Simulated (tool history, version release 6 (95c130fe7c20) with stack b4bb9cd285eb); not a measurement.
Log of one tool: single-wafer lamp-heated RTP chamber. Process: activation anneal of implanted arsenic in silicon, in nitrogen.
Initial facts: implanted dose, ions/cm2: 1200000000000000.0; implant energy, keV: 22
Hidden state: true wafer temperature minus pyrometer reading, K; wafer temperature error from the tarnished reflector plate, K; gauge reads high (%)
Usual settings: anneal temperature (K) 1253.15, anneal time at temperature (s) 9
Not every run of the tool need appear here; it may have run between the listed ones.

run	hour	anneal temperature (K)	anneal time at temperature (s)	wafers since the last listed run	wafers since the last pyrometer calibration	wafers since the reflector plate was cleaned	hours since the gauge calibration	read-back reference wafer on the same gauge, sheet resistance	sheet resistance of the implanted and annealed layer (ohm/square)
1	0.0	1253.15	6	0	5549	10897	23.2	125.93	133.24
2	19.6	1265.15	9	209	5758	11106	42.8	125.95	125.07
3	33.9	1253.15	9	152	5911	11258	57.1	125.97	128.93
4	57.3	1253.15	9	249	6160	11508	80.5	126.05	127.93
5	90.7	1253.15	9	356	6516	11864	113.9	126.07	127.83
6	114.2	1253.15	9	250	6767	12114	137.4	125.98	128.54
# hour 154.5: pyrometer window cleaned and pyrometer calibrated
7	155.0	1253.15	9	349	5	12464	178.2	126.01	132.70
8	166.1	1245.15	7	118	123	12582	189.3	125.99	137.56
9	189.2	1230.15	9	246	369	12829	212.4	125.96	140.72
10	222.5	1262.15	7	355	725	13184	245.7	126.01	131.63
# hour 235.4: gauge calibrated
# hour 241.8: reflector plate cleaned
11	242.3	1226.15	11	125	850	5	6.9	126.05	140.88
12	265.4	1253.15	11	246	1097	251	30.0	125.96	130.09
13	289.3	1281.15	4	254	1352	506	53.9	125.95	130.34
14	302.1	1253.15	10	136	1488	643	66.7	126.07	130.45
15	321.8	1253.15	6	210	1698	853	86.4	125.95	135.74

Predict each of these 5 candidate next runs independently; none follows another, all start after run 15:
A	322.2	1253.15	7	4	1702	857	86.8	?	?
B	322.2	1235.15	6	4	1702	857	86.8	?	?
C	322.2	1279.15	4	4	1702	857	86.8	?	?
D	322.2	1227.15	5	4	1702	857	86.8	?	?
E	322.2	1274.15	8	4	1702	857	86.8	?	?

run	read-back reference wafer on the same gauge, sheet resistance	sheet resistance of the implanted and annealed layer (ohm/square)
A	126.00	133.27
B	126.00	140.56
C	126.00	130.30
D	126.00	144.04
E	126.00	124.90
Without the tool's unlogged condition, the same runs would have read:
run	sheet resistance of the implanted and annealed layer (ohm/square)
A	134.61
B	141.75
C	131.53
D	145.08
E	126.14
